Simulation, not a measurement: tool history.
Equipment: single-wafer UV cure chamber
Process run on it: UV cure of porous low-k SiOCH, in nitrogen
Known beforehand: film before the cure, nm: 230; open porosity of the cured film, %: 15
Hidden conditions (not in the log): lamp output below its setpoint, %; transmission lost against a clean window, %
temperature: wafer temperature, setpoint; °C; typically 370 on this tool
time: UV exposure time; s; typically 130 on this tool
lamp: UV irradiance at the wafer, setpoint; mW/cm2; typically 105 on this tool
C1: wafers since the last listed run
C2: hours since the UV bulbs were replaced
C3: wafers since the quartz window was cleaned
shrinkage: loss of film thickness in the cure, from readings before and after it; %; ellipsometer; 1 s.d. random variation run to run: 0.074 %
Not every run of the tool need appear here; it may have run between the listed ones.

run 1 hour=0.0 | temperature=370 time=130 lamp=105 | C1=0 C2=391.9 C3=3354 | shrinkage=7.714
run 2 hour=38.4 | temperature=370 time=130 lamp=105 | C1=600 C2=430.3 C3=3955 | shrinkage=7.631
run 3 hour=74.1 | temperature=370 time=130 lamp=105 | C1=558 C2=466.0 C3=4514 | shrinkage=7.688
-- hour=99.4 quartz window cleaned
run 4 hour=159.6 | temperature=360 time=130 lamp=118 | C1=1212 C2=551.5 C3=941 | shrinkage=8.019
run 5 hour=202.0 | temperature=360 time=130 lamp=118 | C1=663 C2=593.9 C3=1605 | shrinkage=7.909
run 6 hour=383.9 | temperature=370 time=130 lamp=105 | C1=2846 C2=775.8 C3=4451 | shrinkage=7.508
-- hour=420.7 quartz window cleaned
run 7 hour=440.1 | temperature=370 time=130 lamp=105 | C1=754 C2=832.0 C3=303 | shrinkage=7.446
run 8 hour=474.0 | temperature=370 time=130 lamp=85 | C1=530 C2=865.9 C3=834 | shrinkage=6.654
run 9 hour=520.0 | temperature=370 time=130 lamp=85 | C1=719 C2=911.9 C3=1554 | shrinkage=6.710
-- hour=550.3 UV bulbs replaced
run 10 hour=562.5 | temperature=370 time=130 lamp=85 | C1=539 C2=12.2 C3=2093 | shrinkage=6.909
run 11 hour=608.8 | temperature=356 time=130 lamp=78 | C1=724 C2=58.5 C3=2818 | shrinkage=6.398
run 12 hour=678.0 | temperature=356 time=130 lamp=78 | C1=1082 C2=127.7 C3=3901 | shrinkage=6.386
-- hour=697.4 quartz window cleaned
run 13 hour=734.2 | temperature=356 time=130 lamp=78 | C1=754 C2=183.9 C3=575 | shrinkage=6.510
run 14 hour=782.9 | temperature=370 time=85 lamp=105 | C1=762 C2=232.6 C3=1337 | shrinkage=6.182
run 15 hour=808.1 | temperature=353 time=70 lamp=105 | C1=394 C2=257.8 C3=1732 | shrinkage=5.318
run 16 hour=861.4 | temperature=359 time=55 lamp=105 | C1=834 C2=311.1 C3=2566 | shrinkage=4.562
run 17 hour=902.5 | temperature=370 time=130 lamp=142 | C1=643 C2=352.2 C3=3209 | shrinkage=8.898
run 18 hour=954.4 | temperature=360 time=130 lamp=105 | C1=812 C2=404.1 C3=4021 | shrinkage=7.484
-- hour=977.9 quartz window cleaned
run 19 hour=992.0 | temperature=353 time=75 lamp=69 | C1=463 C2=441.7 C3=220 | shrinkage=4.129
run 20 hour=1023.9 | temperature=370 time=130 lamp=105 | C1=499 C2=473.6 C3=719 | shrinkage=7.698
run 21 hour=1090.5 | temperature=356 time=175 lamp=105 | C1=1042 C2=540.2 C3=1761 | shrinkage=8.348
run 22 hour=1128.0 | temperature=370 time=160 lamp=119 | C1=586 C2=577.7 C3=2348 | shrinkage=8.968
run 23 hour=1178.9 | temperature=355 time=130 lamp=105 | C1=796 C2=628.6 C3=3145 | shrinkage=7.247
-- hour=1223.1 quartz window cleaned
run 24 hour=1223.7 | temperature=370 time=130 lamp=105 | C1=575 C2=673.4 C3=9 | shrinkage=7.608
run 25 hour=1280.5 | temperature=370 time=190 lamp=144 | C1=888 C2=730.2 C3=898 | shrinkage=10.226
run 26 hour=1338.1 | temperature=370 time=130 lamp=105 | C1=901 C2=787.8 C3=1799 | shrinkage=7.394
run 27 hour=1406.4 | temperature=377 time=130 lamp=105 | C1=1068 C2=856.1 C3=2868 | shrinkage=7.486

Each row is a separate what-if for the run after 27, all from the same tool condition, not one after another. Results?
run A hour=1406.8 | temperature=370 time=130 lamp=68 | C1=6 C2=856.5 C3=2874 | shrinkage=?
run B hour=1406.8 | temperature=355 time=85 lamp=105 | C1=6 C2=856.5 C3=2874 | shrinkage=?
run C hour=1406.8 | temperature=375 time=90 lamp=144 | C1=6 C2=856.5 C3=2874 | shrinkage=?
run D hour=1406.8 | temperature=370 time=75 lamp=105 | C1=6 C2=856.5 C3=2874 | shrinkage=?
run E hour=1406.8 | temperature=370 time=190 lamp=75 | C1=6 C2=856.5 C3=2874 | shrinkage=?

run=A shrinkage=5.833
run=B shrinkage=5.647
run=C shrinkage=7.255
run=D shrinkage=5.445
run=E shrinkage=7.526
Without the tool's unlogged condition, the same runs would have read:
run=A shrinkage=6.227
run=B shrinkage=6.037
run=C shrinkage=7.677
run=D shrinkage=5.830
run=E shrinkage=7.952

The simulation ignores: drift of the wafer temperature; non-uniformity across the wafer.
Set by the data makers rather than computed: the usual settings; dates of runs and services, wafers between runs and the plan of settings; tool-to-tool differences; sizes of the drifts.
